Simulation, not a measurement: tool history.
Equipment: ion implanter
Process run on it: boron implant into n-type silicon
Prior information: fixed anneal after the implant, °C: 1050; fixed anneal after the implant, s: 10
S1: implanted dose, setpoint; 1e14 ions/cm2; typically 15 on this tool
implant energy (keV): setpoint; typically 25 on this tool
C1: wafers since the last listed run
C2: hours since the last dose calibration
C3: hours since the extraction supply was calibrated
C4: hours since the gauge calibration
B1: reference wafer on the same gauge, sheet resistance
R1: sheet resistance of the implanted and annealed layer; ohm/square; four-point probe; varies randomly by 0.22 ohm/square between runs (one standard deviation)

Run 1, day 0: usual settings; C1 0; C2 619.9; C3 5226.6; C4 178.6; B1 69.69. Result: R1 77.33 ohm/square.
Run 2, day 0.362: usual settings; C1 235; C2 628.6; C3 5235.3; C4 187.3; B1 69.72. Result: R1 77 ohm/square.
Run 3, day 0.767: usual settings; C1 262; C2 638.3; C3 5245; C4 197; B1 69.66. Result: R1 77.23 ohm/square.
Run 4, day 1.504: usual settings but S1 12.9 1e14 ions/cm2, implant energy (keV) 28; C1 479; C2 656; C3 5262.7; C4 214.7; B1 69.71. Result: R1 87.25 ohm/square.
Run 5, day 1.933: usual settings but S1 12.9 1e14 ions/cm2, implant energy (keV) 28; C1 278; C2 666.3; C3 5273; C4 225; B1 69.73. Result: R1 87 ohm/square.
At day 2.596: extraction supply calibrated.
Run 6, day 2.617: usual settings; C1 227; C2 682.7; C3 0.5; C4 241.4; B1 69.73. Result: R1 77.68 ohm/square.
Run 7, day 2.983: usual settings; C1 238; C2 691.5; C3 9.3; C4 250.2; B1 69.67. Result: R1 77.64 ohm/square.
Run 8, day 3.258: usual settings but S1 11.77 1e14 ions/cm2; C1 178; C2 698.1; C3 15.9; C4 256.8; B1 69.72. Result: R1 94.75 ohm/square.
Run 9, day 3.871: usual settings but S1 11.77 1e14 ions/cm2; C1 397; C2 712.8; C3 30.6; C4 271.5; B1 69.69. Result: R1 95.59 ohm/square.
At day 4.704: Faraday cup replaced and dose calibrated.
Run 10, day 4.725: usual settings but implant energy (keV) 27.5; C1 338; C2 0.5; C3 51.1; C4 292; B1 69.73. Result: R1 75.18 ohm/square.
Run 11, day 4.933: usual settings; C1 135; C2 5.5; C3 56.1; C4 297; B1 69.69. Result: R1 75.41 ohm/square.
Run 12, day 5.242: usual settings; C1 200; C2 12.9; C3 63.5; C4 304.4; B1 69.65. Result: R1 75.63 ohm/square.
Run 13, day 5.704: usual settings; C1 300; C2 24; C3 74.6; C4 315.5; B1 69.67. Result: R1 75.28 ohm/square.
Run 14, day 6.042: usual settings but implant energy (keV) 30; C1 219; C2 32.1; C3 82.7; C4 323.6; B1 69.68. Result: R1 74.44 ohm/square.
Run 15, day 6.304: usual settings but S1 16.27 1e14 ions/cm2; C1 170; C2 38.4; C3 89; C4 329.9; B1 69.67. Result: R1 70.46 ohm/square.
Run 16, day 6.708: usual settings but implant energy (keV) 19; C1 262; C2 48.1; C3 98.7; C4 339.6; B1 69.66. Result: R1 77.74 ohm/square.
Run 17, day 7.433: usual settings; C1 470; C2 65.5; C3 116.1; C4 357; B1 69.69. Result: R1 76.11 ohm/square.
At day 7.571: gauge calibrated.
Run 18, day 8.092: usual settings; C1 427; C2 81.3; C3 131.9; C4 12.5; B1 69.71. Result: R1 75.58 ohm/square.
Run 19, day 8.571: usual settings but S1 12.5 1e14 ions/cm2, implant energy (keV) 21; C1 311; C2 92.8; C3 143.4; C4 24; B1 69.69. Result: R1 89.68 ohm/square.
Run 20, day 8.862: usual settings but S1 13.52 1e14 ions/cm2, implant energy (keV) 29.5; C1 189; C2 99.8; C3 150.4; C4 31; B1 69.7. Result: R1 81.42 ohm/square.
Run 21, day 9.417: usual settings but S1 16.2 1e14 ions/cm2; C1 359; C2 113.1; C3 163.7; C4 44.3; B1 69.71. Result: R1 70.91 ohm/square.
Run 22, day 9.921: usual settings; C1 327; C2 125.2; C3 175.8; C4 56.4; B1 69.68. Result: R1 75.85 ohm/square.
Run 23, day 10.292: usual settings; C1 240; C2 134.1; C3 184.7; C4 65.3; B1 69.7. Result: R1 76.17 ohm/square.
Run 24, day 10.562: usual settings; C1 175; C2 140.6; C3 191.2; C4 71.8; B1 69.68. Result: R1 75.61 ohm/square.
Run 25, day 10.858: usual settings but S1 18.12 1e14 ions/cm2, implant energy (keV) 27; C1 192; C2 147.7; C3 198.3; C4 78.9; B1 69.71. Result: R1 64.51 ohm/square.
Run 26, day 12.408: usual settings but S1 18.41 1e14 ions/cm2, implant energy (keV) 33; C1 1006; C2 184.9; C3 235.5; C4 116.1; B1 69.67. Result: R1 62.37 ohm/square.
Run 27, day 12.946: usual settings but S1 17.35 1e14 ions/cm2, implant energy (keV) 19.5; C1 349; C2 197.8; C3 248.4; C4 129; B1 69.7. Result: R1 69.88 ohm/square.
Run 28, day 13.554: usual settings but S1 18.73 1e14 ions/cm2, implant energy (keV) 19; C1 395; C2 212.4; C3 263; C4 143.6; B1 69.73. Result: R1 67.02 ohm/square.
Run 29, day 13.854: usual settings; C1 194; C2 219.6; C3 270.2; C4 150.8; B1 69.68. Result: R1 75.64 ohm/square.
Run 30, day 14.492: usual settings but implant energy (keV) 28.5; C1 414; C2 234.9; C3 285.5; C4 166.1; B1 69.68. Result: R1 74.8 ohm/square.
Run 31, day 14.771: usual settings; C1 181; C2 241.6; C3 292.2; C4 172.8; B1 69.69. Result: R1 75.68 ohm/square.
Run 32, day 15.096: usual settings; C1 211; C2 249.4; C3 300; C4 180.6; B1 69.7. Result: R1 76.1 ohm/square.
Run 33, day 15.558: usual settings; C1 300; C2 260.5; C3 311.1; C4 191.7; B1 69.7. Result: R1 75.82 ohm/square.
Run 34, day 15.879: usual settings but S1 13.39 1e14 ions/cm2, implant energy (keV) 29.5; C1 208; C2 268.2; C3 318.8; C4 199.4; B1 69.7. Result: R1 82.23 ohm/square.
Run 35, day 16.4: usual settings but S1 16.65 1e14 ions/cm2, implant energy (keV) 18; C1 338; C2 280.7; C3 331.3; C4 211.9; B1 69.69. Result: R1 73.14 ohm/square.
Run 36, day 16.988: usual settings but S1 12.53 1e14 ions/cm2; C1 381; C2 294.8; C3 345.4; C4 226; B1 69.71. Result: R1 88.44 ohm/square.
Run 37, day 17.425: usual settings but S1 13.6 1e14 ions/cm2, implant energy (keV) 30.5; C1 284; C2 305.3; C3 355.9; C4 236.5; B1 69.72. Result: R1 81.21 ohm/square.
Run 38, day 18.154: usual settings but implant energy (keV) 18; C1 473; C2 322.8; C3 373.4; C4 254; B1 69.73. Result: R1 79.08 ohm/square.

What was the tool's hidden state at every run in the log?
deviation of the true energy from its setpoint, %: 0 in every run
gauge reads high (%): 0 in every run
H1: deviation of the true dose from the Faraday cup's reading, %
run        H1
  1     -2.38
  2     -2.46
  3     -2.55
  4     -2.71
  5     -2.81
  6     -2.96
  7     -3.05
  8     -3.11
  9     -3.26
 10     0.271
 11     0.271
 12      0.27
 13     0.267
 14     0.264
 15     0.261
 16     0.255
 17     0.241
 18     0.224
 19      0.21
 20     0.201
 21     0.181
 22      0.16
 23     0.144
 24     0.131
 25     0.117
 26    0.0294
 27  -0.00544
 28   -0.0478
 29   -0.0697
 30    -0.119
 31    -0.141
 32    -0.169
 33    -0.209
 34    -0.237
 35    -0.286
 36    -0.343
 37    -0.388
 38    -0.465
